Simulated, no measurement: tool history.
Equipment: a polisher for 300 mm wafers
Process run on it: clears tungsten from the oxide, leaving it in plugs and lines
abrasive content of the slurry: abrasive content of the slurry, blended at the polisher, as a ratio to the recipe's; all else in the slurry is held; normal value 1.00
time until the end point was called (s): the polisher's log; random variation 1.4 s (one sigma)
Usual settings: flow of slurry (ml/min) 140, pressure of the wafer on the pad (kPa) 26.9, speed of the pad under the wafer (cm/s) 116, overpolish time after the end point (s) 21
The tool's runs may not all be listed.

run	day	flow of slurry (ml/min)	pressure of the wafer on the pad (kPa)	speed of the pad under the wafer (cm/s)	abrasive content of the slurry	overpolish time after the end point (s)	wafers since the last listed run	wafers polished on this pad	hours since the slurry nozzle was cleaned	hours since the head pressure was calibrated	hours since the slurry blender was calibrated	hours since the slurry got fresh peroxide	incoming thickness of the incoming film, nm	time until the end point was called (s)
1	0.000	140	26.9	116	1.00	21	0	5370	459.0	102.4	354.2	235.3	437.8	90.2
2	1.021	140	26.9	116	1.00	21	233	5603	483.5	126.9	378.7	259.8	435.5	91.4
# day 1.225: worn pad replaced by a new one
# day 1.521: slurry nozzle cleaned
3	2.979	140	26.9	116	1.00	21	399	391	35.0	173.9	425.7	306.8	448.3	87.5
4	5.975	140	26.9	116	1.00	21	684	1075	106.9	245.8	497.6	378.7	439.5	89.9
5	7.658	140	26.9	116	1.00	21	384	1459	147.3	286.2	538.0	419.1	434.9	90.9
6	9.221	140	26.9	116	1.00	21	356	1816	184.8	323.7	575.5	456.6	440.6	93.1
# day 10.375: slurry blender recalibrated
7	15.675	140	26.9	116	1.00	21	1454	3271	339.7	478.6	127.2	611.5	442.6	89.1
# day 15.746: slurry tank refilled with fresh slurry and peroxide
8	18.229	140	26.9	116	1.00	21	573	3845	401.0	539.9	188.5	59.6	446.6	90.6
# day 19.204: head pressure recalibrated
# day 20.633: worn pad replaced by a new one
9	20.954	170	35.2	94	1.25	21	565	73	466.4	42.0	253.9	125.0	436.0	74.4
10	23.208	140	26.9	116	1.00	21	514	588	520.5	96.1	308.0	179.1	440.0	92.5
# day 24.283: slurry nozzle cleaned
11	29.671	140	21.4	116	1.00	17	1466	2054	129.3	251.2	463.1	334.2	444.1	111.0
12	31.271	140	26.9	116	1.00	21	365	2419	167.7	289.6	501.5	372.6	448.8	91.0
# day 31.775: slurry blender recalibrated
13	37.979	180	26.9	116	1.25	21	1512	3932	328.7	450.6	148.9	533.6	438.7	80.6
# day 38.579: head pressure recalibrated
# day 38.742: slurry tank refilled with fresh slurry and peroxide
14	40.496	140	17.9	102	1.00	21	546	4478	389.1	46.0	209.3	42.1	437.9	147.6
15	42.496	160	26.9	138	1.00	29	456	4935	437.1	94.0	257.3	90.1	446.8	76.7
16	43.700	140	26.9	128	1.00	25	274	5210	466.0	122.9	286.2	119.0	439.6	81.1
# day 44.288: slurry nozzle cleaned
# day 44.538: worn pad replaced by a new one
17	45.096	155	26.9	116	1.00	21	271	127	19.4	156.4	319.7	152.5	434.0	82.6
18	49.267	95	30.3	140	0.90	21	952	1079	119.5	256.5	419.8	252.6	446.0	76.1
19	52.042	140	26.9	116	1.00	21	633	1713	186.1	323.1	486.4	319.2	430.8	86.7
20	53.579	140	26.9	80	1.00	21	351	2064	223.0	360.0	523.3	356.1	438.3	123.8
21	55.267	140	35.2	116	1.00	21	385	2449	263.5	400.5	563.8	396.6	443.6	72.1
# day 56.867: slurry blender recalibrated
# day 63.625: head pressure recalibrated
22	63.646	140	26.9	116	1.00	21	1875	4325	464.6	0.5	162.7	597.7	443.3	90.0
# day 64.062: slurry tank refilled with fresh slurry and peroxide
# day 65.417: slurry nozzle cleaned
23	66.488	140	26.9	148	1.00	21	629	4955	25.7	68.7	230.9	58.2	439.8	67.8
# day 69.150: worn pad replaced by a new one
24	69.171	140	20.0	116	0.85	21	574	4	90.1	133.1	295.3	122.6	441.9	119.6
25	71.333	140	26.9	116	1.15	21	493	498	142.0	185.0	347.2	174.5	441.0	84.2
26	73.196	140	24.1	130	1.00	21	425	923	186.7	229.7	391.9	219.2	448.0	94.5

For each run, what was the tool's unlogged condition?
removal rate lost through wear of the pad, %: 0 at every run
deviation of the head's pressure from its setpoint, %: 0 at every run
peroxide lost from the slurry, %: 0 at every run
H1: slurry flow missing at the pad, %
H2: abrasive missing from the slurry, %
run	H1	H2
1	30.7	14.3
2	31	16
3	9.72	19.5
4	18.6	25.7
5	22.2	29.6
6	24.9	33.4
7	31.6	1.94
8	33	3.74
9	34.1	6.43
10	34.7	9.25
11	17.3	20.4
12	20.4	23.8
13	27.9	2.93
14	29.4	4.94
15	30.3	7.02
16	30.7	8.48
17	6.33	10.4
18	18.9	17.3
19	24.1	22.9
20	26.2	26.3
21	28.1	30.4
22	33.1	5.48
23	4.93	7.97
24	13.5	11.1
25	18.4	14.2
26	21.7	17.3

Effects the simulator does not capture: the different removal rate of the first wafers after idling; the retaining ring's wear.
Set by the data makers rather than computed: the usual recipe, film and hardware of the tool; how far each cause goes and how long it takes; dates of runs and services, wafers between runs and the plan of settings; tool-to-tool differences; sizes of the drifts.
